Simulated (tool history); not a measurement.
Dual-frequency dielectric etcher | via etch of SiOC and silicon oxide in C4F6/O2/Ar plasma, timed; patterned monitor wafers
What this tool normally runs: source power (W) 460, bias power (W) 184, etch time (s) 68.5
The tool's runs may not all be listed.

run	hour	source power (W)	bias power (W)	etch time (s)	wafers since the last listed run	hours since the last wet clean	hours since the last source power generator calibration	hours since the last bias power generator calibration	hours since the last upper electrode change	hours since the gauge calibration	read-back reference wafer on the same gauge, depth_nm	mean etch depth across the wafer (nm)
1	0.0	500	184	68.5	0	399.5	1883.2	2581.6	3843.9	169.7	93.0	84.7
2	18.6	420	184	68.5	232	418.1	1901.8	2600.2	3862.5	188.3	93.0	78.2
3	33.8	460	184	68.5	189	433.3	1917.0	2615.4	3877.7	203.5	93.2	81.6
# hour 47.4: gauge calibrated
4	51.6	460	184	68.5	222	451.1	1934.8	2633.2	3895.5	4.2	92.3	80.6
5	83.8	460	184	68.5	401	483.3	1967.0	2665.4	3927.7	36.4	92.7	81.0
# hour 119.6: wet clean of the chamber
6	120.1	410	169	68.5	153	0.5	2003.3	2701.7	3964.0	72.7	92.8	74.3
7	120.4	460	184	68.5	3	0.8	2003.6	2702.0	3964.3	73.0	92.8	81.2
8	135.4	360	203	68.5	187	15.8	2018.6	2717.0	3979.3	88.0	92.9	75.9
# hour 153.3: bias power generator calibrated
9	165.9	420	199	86.5	330	46.3	2049.1	12.6	4009.8	118.5	93.0	101.7
# hour 196.0: upper electrode replaced
10	196.5	570	227	87.0	82	76.9	2079.7	43.2	0.5	149.1	93.1	124.3
11	246.8	460	184	68.5	627	127.2	2130.0	93.5	50.8	199.4	93.1	81.6

Forecast run 12:
# hour 263.5: gauge calibrated
# hour 267.5: source power generator calibrated
12	275.0	460	216	62.5	301	155.4	7.5	121.7	79.0	11.5	?	?

{"run 12": {"read-back reference wafer on the same gauge, depth_nm": 92.3, "mean etch depth across the wafer (nm)": 78.7}}
The same run, on a tool lacking any hidden state, would have yielded mean etch depth across the wafer (nm) 78.6.
